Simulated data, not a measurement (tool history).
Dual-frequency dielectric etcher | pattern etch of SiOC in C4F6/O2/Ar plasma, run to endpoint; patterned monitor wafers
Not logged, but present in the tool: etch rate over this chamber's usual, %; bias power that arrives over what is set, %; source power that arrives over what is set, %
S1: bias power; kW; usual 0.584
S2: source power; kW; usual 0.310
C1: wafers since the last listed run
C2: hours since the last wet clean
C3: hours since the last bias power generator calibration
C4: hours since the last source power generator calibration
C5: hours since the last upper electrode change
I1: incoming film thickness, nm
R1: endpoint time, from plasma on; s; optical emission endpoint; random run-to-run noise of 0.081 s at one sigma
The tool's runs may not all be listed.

run 1 day=0.000 | S1=0.498 S2=0.310 | C1=0 C2=533.3 C3=3236.2 C4=1833.2 C5=1982.6 | I1=37.10 | R1=14.5
run 2 day=2.492 | S1=0.584 S2=0.310 | C1=1136 C2=593.1 C3=3296.0 C4=1893.0 C5=2042.4 | I1=37.68 | R1=13.9
-- day=3.433 source power generator calibrated
run 3 day=4.325 | S1=0.667 S2=0.310 | C1=760 C2=637.1 C3=3340.0 C4=21.4 C5=2086.4 | I1=37.27 | R1=13.1
run 4 day=8.388 | S1=0.618 S2=0.310 | C1=1853 C2=734.6 C3=3437.5 C4=118.9 C5=2183.9 | I1=36.99 | R1=13.4
-- day=9.629 wet clean of the chamber
run 5 day=11.012 | S1=0.618 S2=0.310 | C1=741 C2=33.2 C3=3500.5 C4=181.9 C5=2246.9 | I1=37.42 | R1=13.5
run 6 day=14.792 | S1=0.618 S2=0.310 | C1=1724 C2=123.9 C3=3591.2 C4=272.6 C5=2337.6 | I1=37.48 | R1=13.5
run 7 day=24.367 | S1=0.584 S2=0.310 | C1=4368 C2=353.7 C3=3821.0 C4=502.4 C5=2567.4 | I1=36.88 | R1=13.8
run 8 day=26.771 | S1=0.584 S2=0.310 | C1=1096 C2=411.4 C3=3878.7 C4=560.1 C5=2625.1 | I1=37.32 | R1=13.8
-- day=29.412 bias power generator calibrated
run 9 day=30.246 | S1=0.584 S2=0.310 | C1=1509 C2=494.8 C3=20.0 C4=643.5 C5=2708.5 | I1=36.73 | R1=13.2
-- day=31.921 upper electrode replaced
run 10 day=33.596 | S1=0.584 S2=0.310 | C1=1072 C2=575.2 C3=100.4 C4=723.9 C5=40.2 | I1=36.80 | R1=13.4
-- day=38.717 wet clean of the chamber
run 11 day=38.738 | S1=0.584 S2=0.310 | C1=1889 C2=0.5 C3=223.8 C4=847.3 C5=163.6 | I1=37.16 | R1=13.4
run 12 day=40.471 | S1=0.584 S2=0.240 | C1=790 C2=42.1 C3=265.4 C4=888.9 C5=205.2 | I1=36.92 | R1=14.4
run 13 day=42.888 | S1=0.584 S2=0.310 | C1=1102 C2=100.1 C3=323.4 C4=946.9 C5=263.2 | I1=37.10 | R1=13.5
run 14 day=45.375 | S1=0.584 S2=0.310 | C1=1134 C2=159.8 C3=383.1 C4=1006.6 C5=322.9 | I1=37.53 | R1=13.7
run 15 day=48.075 | S1=0.584 S2=0.310 | C1=1231 C2=224.6 C3=447.9 C4=1071.4 C5=387.7 | I1=36.95 | R1=13.6
run 16 day=50.175 | S1=0.584 S2=0.310 | C1=957 C2=275.0 C3=498.3 C4=1121.8 C5=438.1 | I1=37.00 | R1=13.5
run 17 day=51.821 | S1=0.584 S2=0.310 | C1=750 C2=314.5 C3=537.8 C4=1161.3 C5=477.6 | I1=37.19 | R1=13.5
run 18 day=54.846 | S1=0.584 S2=0.310 | C1=1379 C2=387.1 C3=610.4 C4=1233.9 C5=550.2 | I1=36.79 | R1=13.4
run 19 day=56.800 | S1=0.521 S2=0.280 | C1=891 C2=434.0 C3=657.3 C4=1280.8 C5=597.1 | I1=37.36 | R1=14.7
run 20 day=60.596 | S1=0.584 S2=0.310 | C1=1731 C2=525.1 C3=748.4 C4=1371.9 C5=688.2 | I1=36.90 | R1=13.4
run 21 day=62.721 | S1=0.584 S2=0.310 | C1=969 C2=576.1 C3=799.4 C4=1422.9 C5=739.2 | I1=36.92 | R1=13.4
run 22 day=65.175 | S1=0.535 S2=0.340 | C1=1119 C2=635.0 C3=858.3 C4=1481.8 C5=798.1 | I1=37.06 | R1=13.7
run 23 day=67.229 | S1=0.694 S2=0.350 | C1=937 C2=684.3 C3=907.6 C4=1531.1 C5=847.4 | I1=37.30 | R1=12.2
-- day=70.025 wet clean of the chamber
run 24 day=70.046 | S1=0.584 S2=0.250 | C1=828 C2=0.5 C3=975.2 C4=1598.7 C5=915.0 | I1=37.00 | R1=14.6
run 25 day=73.192 | S1=0.584 S2=0.310 | C1=1435 C2=76.0 C3=1050.7 C4=1674.2 C5=990.5 | I1=37.59 | R1=13.8
run 26 day=75.029 | S1=0.643 S2=0.280 | C1=838 C2=120.1 C3=1094.8 C4=1718.3 C5=1034.6 | I1=36.88 | R1=13.3
run 27 day=79.196 | S1=0.456 S2=0.340 | C1=1900 C2=220.1 C3=1194.8 C4=1818.3 C5=1134.6 | I1=36.63 | R1=14.5
-- day=82.167 source power generator calibrated
run 28 day=83.254 | S1=0.621 S2=0.240 | C1=1775 C2=317.5 C3=1292.2 C4=26.1 C5=1232.0 | I1=37.36 | R1=14.4
run 29 day=85.333 | S1=0.502 S2=0.370 | C1=948 C2=367.4 C3=1342.1 C4=76.0 C5=1281.9 | I1=36.83 | R1=13.6
run 30 day=89.375 | S1=0.584 S2=0.260 | C1=1843 C2=464.4 C3=1439.1 C4=173.0 C5=1378.9 | I1=37.10 | R1=14.3
run 31 day=92.400 | S1=0.452 S2=0.370 | C1=1379 C2=537.0 C3=1511.7 C4=245.6 C5=1451.5 | I1=37.11 | R1=14.3
run 32 day=93.958 | S1=0.584 S2=0.310 | C1=710 C2=574.4 C3=1549.1 C4=283.0 C5=1488.9 | I1=36.90 | R1=13.6
run 33 day=97.867 | S1=0.663 S2=0.310 | C1=1782 C2=668.2 C3=1642.9 C4=376.8 C5=1582.7 | I1=36.73 | R1=12.8
-- day=101.238 wet clean of the chamber
run 34 day=102.204 | S1=0.715 S2=0.360 | C1=1522 C2=23.2 C3=1747.0 C4=480.9 C5=1686.8 | I1=37.09 | R1=12.0
run 35 day=104.804 | S1=0.709 S2=0.360 | C1=1186 C2=85.6 C3=1809.4 C4=543.3 C5=1749.2 | I1=37.08 | R1=12.1

For each entry between runs, how does the tool's hidden state at the last listed run before it compare with that at the first listed run after it?
In the gap between runs 2 and 3: source power generator calibrated (day 3.433)
  bias power that arrives over what is set, %: -5.37 -> -5.38
  what was measured, less what the result would be without the hidden state, R1: +0.4 -> +0.3 s
In the gap between runs 4 and 5: wet clean of the chamber (day 9.629)
  bias power that arrives over what is set, %: -5.41 -> -5.42
  what was measured, less what the result would be without the hidden state, R1: +0.3 -> +0.3 s
In the gap between runs 8 and 9: bias power generator calibrated (day 29.412)
  bias power that arrives over what is set, %: -5.51 -> -0.0637
  what was measured, less what the result would be without the hidden state, R1: +0.3 -> +0.0 s
In the gap between runs 9 and 10: upper electrode replaced (day 31.921)
  bias power that arrives over what is set, %: -0.0637 -> -0.39
  what was measured, less what the result would be without the hidden state, R1: +0.0 -> +0.0 s
In the gap between runs 10 and 11: wet clean of the chamber (day 38.717)
  bias power that arrives over what is set, %: -0.39 -> -0.851
  what was measured, less what the result would be without the hidden state, R1: +0.0 -> +0.0 s
In the gap between runs 23 and 24: wet clean of the chamber (day 70.025)
  bias power that arrives over what is set, %: -2.72 -> -2.85
  what was measured, less what the result would be without the hidden state, R1: +0.1 -> +0.2 s
In the gap between runs 27 and 28: source power generator calibrated (day 82.167)
  bias power that arrives over what is set, %: -3.24 -> -3.39
  what was measured, less what the result would be without the hidden state, R1: +0.2 -> +0.2 s
In the gap between runs 33 and 34: wet clean of the chamber (day 101.238)
  bias power that arrives over what is set, %: -3.85 -> -3.96
  what was measured, less what the result would be without the hidden state, R1: +0.2 -> +0.2 s
